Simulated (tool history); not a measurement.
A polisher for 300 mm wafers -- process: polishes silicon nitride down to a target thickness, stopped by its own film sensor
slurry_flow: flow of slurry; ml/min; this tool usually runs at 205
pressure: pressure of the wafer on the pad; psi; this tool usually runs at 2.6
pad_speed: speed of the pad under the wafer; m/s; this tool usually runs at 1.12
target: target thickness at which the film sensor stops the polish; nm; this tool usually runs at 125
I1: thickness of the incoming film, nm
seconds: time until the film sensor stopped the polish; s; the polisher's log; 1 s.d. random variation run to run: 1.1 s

{"run": 1, "hour": 0.0, "slurry_flow": 205, "pressure": 2.6, "pad_speed": 1.12, "target": 125, "I1": 239.4, "seconds": 94.4}
{"run": 2, "hour": 57.8, "slurry_flow": 205, "pressure": 2.6, "pad_speed": 1.12, "target": 125, "I1": 240.7, "seconds": 92.3}
{"run": 3, "hour": 93.5, "slurry_flow": 205, "pressure": 2.6, "pad_speed": 1.02, "target": 125, "I1": 236.5, "seconds": 98}
{"run": 4, "hour": 126.0, "slurry_flow": 205, "pressure": 2.6, "pad_speed": 1.02, "target": 125, "I1": 242.1, "seconds": 101.4}
{"run": 5, "hour": 176.0, "slurry_flow": 205, "pressure": 2.6, "pad_speed": 1.02, "target": 125, "I1": 242.3, "seconds": 101.4}
{"run": 6, "hour": 205.5, "slurry_flow": 205, "pressure": 2.6, "pad_speed": 1.12, "target": 156, "I1": 240, "seconds": 68.2}
{"run": 7, "hour": 238.2, "slurry_flow": 205, "pressure": 2.6, "pad_speed": 1.12, "target": 156, "I1": 242.8, "seconds": 71.2}
{"run": 8, "hour": 272.7, "slurry_flow": 205, "pressure": 2.6, "pad_speed": 1.12, "target": 156, "I1": 237.7, "seconds": 65.5}
{"hour": 296.9, "done": "worn pad replaced by a new one"}
{"run": 9, "hour": 301.0, "slurry_flow": 205, "pressure": 2.6, "pad_speed": 1.12, "target": 125, "I1": 240.4, "seconds": 94.4}
{"run": 10, "hour": 359.0, "slurry_flow": 205, "pressure": 2.6, "pad_speed": 0.82, "target": 125, "I1": 239.1, "seconds": 119}
{"run": 11, "hour": 426.9, "slurry_flow": 205, "pressure": 3.1, "pad_speed": 1.12, "target": 125, "I1": 237.4, "seconds": 76.8}
{"run": 12, "hour": 480.6, "slurry_flow": 205, "pressure": 3.1, "pad_speed": 1.12, "target": 125, "I1": 241.3, "seconds": 79.7}
{"hour": 507.2, "done": "slurry nozzle cleaned"}
{"run": 13, "hour": 548.4, "slurry_flow": 205, "pressure": 2.6, "pad_speed": 1.12, "target": 125, "I1": 240.1, "seconds": 94.1}
{"hour": 582.2, "done": "head pressure recalibrated"}
{"run": 14, "hour": 617.1, "slurry_flow": 205, "pressure": 2.6, "pad_speed": 1.12, "target": 86, "I1": 237.5, "seconds": 122}
{"run": 15, "hour": 676.4, "slurry_flow": 205, "pressure": 2.6, "pad_speed": 1.12, "target": 125, "I1": 240.1, "seconds": 94}
{"run": 16, "hour": 708.7, "slurry_flow": 205, "pressure": 2.2, "pad_speed": 1.12, "target": 125, "I1": 242.2, "seconds": 115.1}
{"hour": 760.6, "done": "worn pad replaced by a new one"}
{"run": 17, "hour": 761.1, "slurry_flow": 205, "pressure": 2.6, "pad_speed": 1.12, "target": 125, "I1": 238.6, "seconds": 93.1}
{"run": 18, "hour": 802.8, "slurry_flow": 205, "pressure": 2.6, "pad_speed": 1.12, "target": 125, "I1": 237.5, "seconds": 92}
{"run": 19, "hour": 854.1, "slurry_flow": 205, "pressure": 1.8, "pad_speed": 1.12, "target": 111, "I1": 237.7, "seconds": 149.4}
{"run": 20, "hour": 889.7, "slurry_flow": 205, "pressure": 2.6, "pad_speed": 1.26, "target": 125, "I1": 237.7, "seconds": 85.3}
{"run": 21, "hour": 918.7, "slurry_flow": 180, "pressure": 1.9, "pad_speed": 1.46, "target": 139, "I1": 241.7, "seconds": 97.5}
{"run": 22, "hour": 982.6, "slurry_flow": 170, "pressure": 3.2, "pad_speed": 1.12, "target": 109, "I1": 243.6, "seconds": 92.4}
{"run": 23, "hour": 1015.3, "slurry_flow": 205, "pressure": 3.2, "pad_speed": 1.12, "target": 125, "I1": 234.6, "seconds": 73.9}
{"run": 24, "hour": 1053.9, "slurry_flow": 205, "pressure": 2.6, "pad_speed": 1.12, "target": 158, "I1": 240, "seconds": 67.2}
{"run": 25, "hour": 1088.0, "slurry_flow": 175, "pressure": 2, "pad_speed": 0.82, "target": 125, "I1": 245.2, "seconds": 166.5}
{"hour": 1173.8, "done": "worn pad replaced by a new one"}
{"run": 26, "hour": 1194.7, "slurry_flow": 205, "pressure": 2.6, "pad_speed": 1.12, "target": 125, "I1": 238.9, "seconds": 92.6}
{"hour": 1220.8, "done": "head pressure recalibrated"}
{"run": 27, "hour": 1223.8, "slurry_flow": 150, "pressure": 2.6, "pad_speed": 0.84, "target": 125, "I1": 240.6, "seconds": 125.7}
{"run": 28, "hour": 1249.0, "slurry_flow": 205, "pressure": 2.6, "pad_speed": 1.12, "target": 135, "I1": 240.9, "seconds": 85.7}
{"hour": 1252.8, "done": "slurry nozzle cleaned"}
{"run": 29, "hour": 1303.5, "slurry_flow": 245, "pressure": 2.6, "pad_speed": 1.12, "target": 125, "I1": 243.3, "seconds": 93.3}
{"run": 30, "hour": 1334.0, "slurry_flow": 205, "pressure": 2.6, "pad_speed": 1.12, "target": 162, "I1": 238.4, "seconds": 63}
{"run": 31, "hour": 1393.0, "slurry_flow": 155, "pressure": 2.6, "pad_speed": 1.12, "target": 125, "I1": 242.9, "seconds": 101.3}
{"run": 32, "hour": 1455.7, "slurry_flow": 240, "pressure": 2.6, "pad_speed": 0.98, "target": 94, "I1": 236.9, "seconds": 126.8}
{"run": 33, "hour": 1509.0, "slurry_flow": 175, "pressure": 2.2, "pad_speed": 0.74, "target": 94, "I1": 236.8, "seconds": 196.5}
{"hour": 1534.6, "done": "worn pad replaced by a new one"}
{"run": 34, "hour": 1574.5, "slurry_flow": 205, "pressure": 2.6, "pad_speed": 1.46, "target": 125, "I1": 241.2, "seconds": 76.3}
{"run": 35, "hour": 1599.7, "slurry_flow": 205, "pressure": 2.6, "pad_speed": 1.12, "target": 86, "I1": 243.9, "seconds": 130.1}
{"run": 36, "hour": 1646.4, "slurry_flow": 205, "pressure": 3.1, "pad_speed": 1.12, "target": 125, "I1": 238.9, "seconds": 77.8}

What if the next run were any one of these 5? Each begins from the tool's condition after run 36:
{"run": "A", "hour": 1646.8, "slurry_flow": 205, "pressure": 2.6, "pad_speed": 1.12, "target": 95, "I1": 240.8, "seconds": "?"}
{"run": "B", "hour": 1646.8, "slurry_flow": 205, "pressure": 2.6, "pad_speed": 1.28, "target": 125, "I1": 240.8, "seconds": "?"}
{"run": "C", "hour": 1646.8, "slurry_flow": 175, "pressure": 2.6, "pad_speed": 0.96, "target": 125, "I1": 240.8, "seconds": "?"}
{"run": "D", "hour": 1646.8, "slurry_flow": 140, "pressure": 3, "pad_speed": 1.12, "target": 125, "I1": 240.8, "seconds": "?"}
{"run": "E", "hour": 1646.8, "slurry_flow": 230, "pressure": 2.6, "pad_speed": 1.12, "target": 125, "I1": 240.8, "seconds": "?"}

run=A seconds=118.4
run=B seconds=84.5
run=C seconds=109
run=D seconds=87.2
run=E seconds=92.6
With no hidden state in the tool, these same runs would have given:
run=A seconds=118.4
run=B seconds=84.5
run=C seconds=109
run=D seconds=87.2
run=E seconds=92.6
